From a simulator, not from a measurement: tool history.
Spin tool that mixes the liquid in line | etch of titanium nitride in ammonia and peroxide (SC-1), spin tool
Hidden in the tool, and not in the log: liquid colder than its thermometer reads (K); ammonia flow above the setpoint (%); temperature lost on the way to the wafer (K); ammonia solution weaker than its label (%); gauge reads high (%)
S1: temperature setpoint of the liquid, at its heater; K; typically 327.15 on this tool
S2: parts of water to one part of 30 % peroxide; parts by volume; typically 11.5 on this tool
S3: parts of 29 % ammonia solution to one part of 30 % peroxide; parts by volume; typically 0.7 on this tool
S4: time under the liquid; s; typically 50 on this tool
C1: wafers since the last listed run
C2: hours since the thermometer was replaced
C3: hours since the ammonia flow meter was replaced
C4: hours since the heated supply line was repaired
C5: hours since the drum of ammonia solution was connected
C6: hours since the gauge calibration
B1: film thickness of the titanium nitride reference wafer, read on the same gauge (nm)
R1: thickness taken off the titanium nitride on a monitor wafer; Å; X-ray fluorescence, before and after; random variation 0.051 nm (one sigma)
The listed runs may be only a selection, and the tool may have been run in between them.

run	hour	S1	S2	S3	S4	C1	C2	C3	C4	C5	C6	B1	R1
1	0	330.65	11.5	0.7	50	0	1422.7	810.4	2776.7	411.9	232.4	60	64.9
2	38.3	330.65	11.5	0.7	50	351	1461	848.7	2815	450.2	270.7	60.02	64.2
3	86.2	327.15	11.5	0.5	50	439	1508.9	896.6	2862.9	498.1	318.6	60	47.4
4	139.1	327.15	11.5	0.5	50	485	1561.8	949.5	2915.8	551	371.5	60.02	47.6
5	197.5	327.15	11.5	0.7	50	536	1620.2	1007.9	2974.2	609.4	429.9	59.97	50.5
6	256.4	327.15	11.5	0.7	50	540	1679.1	1066.8	3033.1	668.3	488.8	60.01	51
# hour 292.6: heated supply line repaired
7	321.6	327.15	11.5	0.7	50	589	1744.3	1132	29	733.5	554	60	56.1
8	377.6	327.15	11.5	0.7	50	514	1800.3	1188	85	789.5	610	59.99	55.9
9	441.9	327.15	11.5	0.7	50	590	1864.6	1252.3	149.3	853.8	674.3	60.01	55.9
# hour 473.4: thermometer replaced
10	480.3	322.65	11.5	0.7	70	343	6.9	1290.7	187.7	892.2	712.7	59.99	57.5
# hour 493.2: new drum of ammonia solution connected
11	542.1	333.65	11.5	0.8	30	558	68.7	1352.5	249.5	48.9	774.5	60	52.1
12	578.6	330.65	8.5	0.55	25	335	105.2	1389	286	85.4	811	60	40.1
# hour 612.7: gauge calibrated
13	638	327.15	7.5	0.6	60	545	164.6	1448.4	345.4	144.8	25.3	60	80.4
14	704.9	323.15	11.5	0.7	50	614	231.5	1515.3	412.3	211.7	92.2	60	42.6
15	889.3	327.15	11.5	1	50	1693	415.9	1699.7	596.7	396.1	276.6	60	58.2
16	947.1	321.65	11.5	0.5	50	530	473.7	1757.5	654.5	453.9	334.4	59.98	35.4
17	1011.3	327.15	11.5	0.7	25	589	537.9	1821.7	718.7	518.1	398.6	59.99	27.7
# hour 1021.1: ammonia flow meter replaced
18	1075.1	327.15	11.5	0.7	50	576	601.7	54	782.5	581.9	462.4	59.99	55.9
19	1105.1	327.15	11.5	0.7	50	275	631.7	84	812.5	611.9	492.4	60.01	54.9
20	1161.7	320.65	6	0.7	50	519	688.3	140.6	869.1	668.5	549	60.01	47.7
21	1205.2	327.15	11.5	0.7	35	399	731.8	184.1	912.6	712	592.5	59.98	38.5
22	1232.4	322.15	13	0.7	50	249	759	211.3	939.8	739.2	619.7	60	36.2
23	1285.7	327.15	11.5	0.7	50	489	812.3	264.6	993.1	792.5	673	59.99	55.4
24	1344.9	327.15	11.5	0.55	50	543	871.5	323.8	1052.3	851.7	732.2	59.99	52.4

Difference, measured minus no-hidden-state, one row per run. Run-to-run variation is common to both terms; the gauge's own scatter need not be:
run	R1
1	-7.2
2	-7.2
3	-5.6
4	-5.6
5	-6.1
6	-6.3
7	+0
8	-0.2
9	-0.3
10	-0.4
11	-0.5
12	-0.4
13	-1
14	-0.7
15	-1.3
16	-0.9
17	-0.8
18	-1.7
19	-1.8
20	-1.7
21	-1.3
22	-1.3
23	-2.1
24	-2.1
